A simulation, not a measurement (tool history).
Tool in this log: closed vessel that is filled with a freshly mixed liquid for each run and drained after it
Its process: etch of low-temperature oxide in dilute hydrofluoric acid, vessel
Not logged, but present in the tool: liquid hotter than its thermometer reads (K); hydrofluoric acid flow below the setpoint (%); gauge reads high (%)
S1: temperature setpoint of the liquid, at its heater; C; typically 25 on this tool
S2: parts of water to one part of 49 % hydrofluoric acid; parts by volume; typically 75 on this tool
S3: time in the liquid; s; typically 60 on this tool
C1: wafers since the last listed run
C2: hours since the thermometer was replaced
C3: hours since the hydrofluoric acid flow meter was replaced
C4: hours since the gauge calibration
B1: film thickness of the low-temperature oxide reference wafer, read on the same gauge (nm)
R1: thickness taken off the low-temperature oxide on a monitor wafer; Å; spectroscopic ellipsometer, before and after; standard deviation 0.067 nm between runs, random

Run 1, hour 0: usual settings; C1 0; C2 791.4; C3 1569.3; C4 1168.2; B1 39.98. Result: R1 90.3 Å.
Run 2, hour 62.2: usual settings; C1 8105; C2 853.6; C3 1631.5; C4 1230.4; B1 40. Result: R1 89.8 Å.
Run 3, hour 163.3: usual settings but S1 27 C; C1 13175; C2 954.7; C3 1732.6; C4 1331.5; B1 40.03. Result: R1 100.3 Å.
At hour 181.7: thermometer replaced.
Run 4, hour 259.7: usual settings; C1 12432; C2 78; C3 1829; C4 1427.9; B1 39.99. Result: R1 84.8 Å.
Run 5, hour 336.7: usual settings; C1 10034; C2 155; C3 1906; C4 1504.9; B1 39.99. Result: R1 84.5 Å.
Run 6, hour 408.3: usual settings; C1 9331; C2 226.6; C3 1977.6; C4 1576.5; B1 40.02. Result: R1 85.2 Å.
Run 7, hour 448.1: usual settings; C1 5186; C2 266.4; C3 2017.4; C4 1616.3; B1 40.01. Result: R1 87.2 Å.
Run 8, hour 541.3: usual settings; C1 12145; C2 359.6; C3 2110.6; C4 1709.5; B1 40. Result: R1 86.8 Å.
At hour 675.8: gauge calibrated.
Run 9, hour 774.1: usual settings; C1 30338; C2 592.4; C3 2343.4; C4 98.3; B1 40.01. Result: R1 89.9 Å.
Run 10, hour 870.7: usual settings; C1 12589; C2 689; C3 2440; C4 194.9; B1 40. Result: R1 89.7 Å.
Run 11, hour 920.6: usual settings but S2 90 parts by volume, S3 35 s; C1 6503; C2 738.9; C3 2489.9; C4 244.8; B1 40.02. Result: R1 42.5 Å.
Run 12, hour 979: usual settings; C1 7610; C2 797.3; C3 2548.3; C4 303.2; B1 40.02. Result: R1 90.2 Å.
At hour 1039.9: thermometer replaced.
Run 13, hour 1063.3: usual settings; C1 10855; C2 23.4; C3 2632.6; C4 387.5; B1 40.01. Result: R1 84.5 Å.
At hour 1092.4: hydrofluoric acid flow meter replaced.
Run 14, hour 1125.9: usual settings but S1 23.5 C, S2 90 parts by volume, S3 95 s; C1 8027; C2 86; C3 33.5; C4 450.1; B1 40.01. Result: R1 110.1 Å.
Run 15, hour 1190.6: usual settings but S1 22 C, S2 50 parts by volume, S3 45 s; C1 8431; C2 150.7; C3 98.2; C4 514.8; B1 39.98. Result: R1 92.2 Å.
Run 16, hour 1229.7: usual settings but S2 60 parts by volume, S3 80 s; C1 5095; C2 189.8; C3 137.3; C4 553.9; B1 40.01. Result: R1 154.9 Å.
Run 17, hour 1314.7: usual settings but S2 90 parts by volume, S3 35 s; C1 11077; C2 274.8; C3 222.3; C4 638.9; B1 39.98. Result: R1 43.9 Å.
Run 18, hour 1376.5: usual settings but S1 30 C, S2 50 parts by volume, S3 35 s; C1 8053; C2 336.6; C3 284.1; C4 700.7; B1 39.97. Result: R1 101.6 Å.
Run 19, hour 1499.1: usual settings but S1 23.5 C, S2 100 parts by volume; C1 15977; C2 459.2; C3 406.7; C4 823.3; B1 39.98. Result: R1 63.2 Å.
Run 20, hour 1553: usual settings but S1 22.5 C, S2 95 parts by volume, S3 90 s; C1 7024; C2 513.1; C3 460.6; C4 877.2; B1 40.04. Result: R1 97.4 Å.
Run 21, hour 1634.6: usual settings but S1 21 C, S3 35 s; C1 10634; C2 594.7; C3 542.2; C4 958.8; B1 39.99. Result: R1 46.4 Å.
Run 22, hour 1726.5: usual settings but S1 22 C, S3 35 s; C1 11976; C2 686.6; C3 634.1; C4 1050.7; B1 40.04. Result: R1 48.5 Å.
Run 23, hour 1780.2: usual settings but S2 85 parts by volume, S3 75 s; C1 6998; C2 740.3; C3 687.8; C4 1104.4; B1 40. Result: R1 102.7 Å.
At hour 1841.4: thermometer replaced.
Run 24, hour 1876.4: usual settings; C1 12406; C2 35; C3 784; C4 1200.6; B1 39.99. Result: R1 85.8 Å.
Run 25, hour 1950.4: usual settings but S2 100 parts by volume; C1 9643; C2 109; C3 858; C4 1274.6; B1 40.01. Result: R1 63.3 Å.

What would each run have given without the hidden state, its run-to-run variation left as it was?
run     R1
  1   86.9
  2     86
  3   95.5
  4     87
  5   86.2
  6   86.5
  7   88.3
  8   87.3
  9   88.9
 10     88
 11   41.7
 12   87.8
 13   87.4
 14  107.3
 15   89.2
 16  149.7
 17   42.2
 18   97.2
 19   59.9
 20   91.9
 21   43.4
 22   45.1
 23   95.3
 24   86.4
 25   63.5
